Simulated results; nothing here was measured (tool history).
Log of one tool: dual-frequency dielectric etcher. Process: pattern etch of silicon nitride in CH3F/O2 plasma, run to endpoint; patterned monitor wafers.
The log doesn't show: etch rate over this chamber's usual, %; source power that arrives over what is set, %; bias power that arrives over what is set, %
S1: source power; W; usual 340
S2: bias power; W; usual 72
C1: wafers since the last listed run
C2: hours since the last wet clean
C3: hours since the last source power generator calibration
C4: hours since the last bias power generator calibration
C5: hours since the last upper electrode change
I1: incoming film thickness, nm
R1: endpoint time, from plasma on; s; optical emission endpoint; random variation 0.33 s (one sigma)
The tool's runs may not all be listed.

run	day	S1	S2	C1	C2	C3	C4	C5	I1	R1
1	0.000	340	72	0	220.7	3760.7	4726.6	2909.7	95.2	109.3
2	1.917	340	72	275	266.7	3806.7	4772.6	2955.7	96.4	110.4
3	3.892	340	72	283	314.1	3854.1	4820.0	3003.1	95.6	108.9
4	5.488	340	72	229	352.4	3892.4	4858.3	3041.4	94.8	107.8
5	9.033	340	72	509	437.5	3977.5	4943.4	3126.5	95.9	108.4
6	11.342	340	72	331	492.9	4032.9	4998.8	3181.9	95.7	108.2
# day 13.475: wet clean of the chamber
7	13.879	340	72	220	9.7	4093.8	5059.7	3242.8	95.8	111.2
8	15.721	300	85	264	53.9	4138.0	5103.9	3287.0	95.5	108.5
# day 19.450: upper electrode replaced
9	19.929	310	79	460	154.9	4239.0	5204.9	11.5	95.5	110.2
# day 23.162: source power generator calibrated
10	23.208	400	77	446	233.6	1.1	5283.6	90.2	95.7	102.6
# day 23.946: bias power generator calibrated
11	27.008	340	72	521	324.8	92.3	73.5	181.4	95.6	109.3
12	29.183	340	60	312	377.0	144.5	125.7	233.6	95.4	115.2
13	33.450	390	82	612	479.4	246.9	228.1	336.0	95.9	100.6
14	36.188	410	64	392	545.1	312.6	293.8	401.7	96.1	106.4

Forecast each of these 3 alternatives for the next run:
A	36.208	370	72	2	545.6	313.1	294.3	402.2	96.4	?
B	36.208	340	65	2	545.6	313.1	294.3	402.2	96.4	?
C	36.208	410	63	2	545.6	313.1	294.3	402.2	96.4	?

run	R1
A	106.0
B	111.9
C	106.7
Without the tool's hidden state the same runs would have given:
run	R1
A	108.6
B	114.6
C	109.3
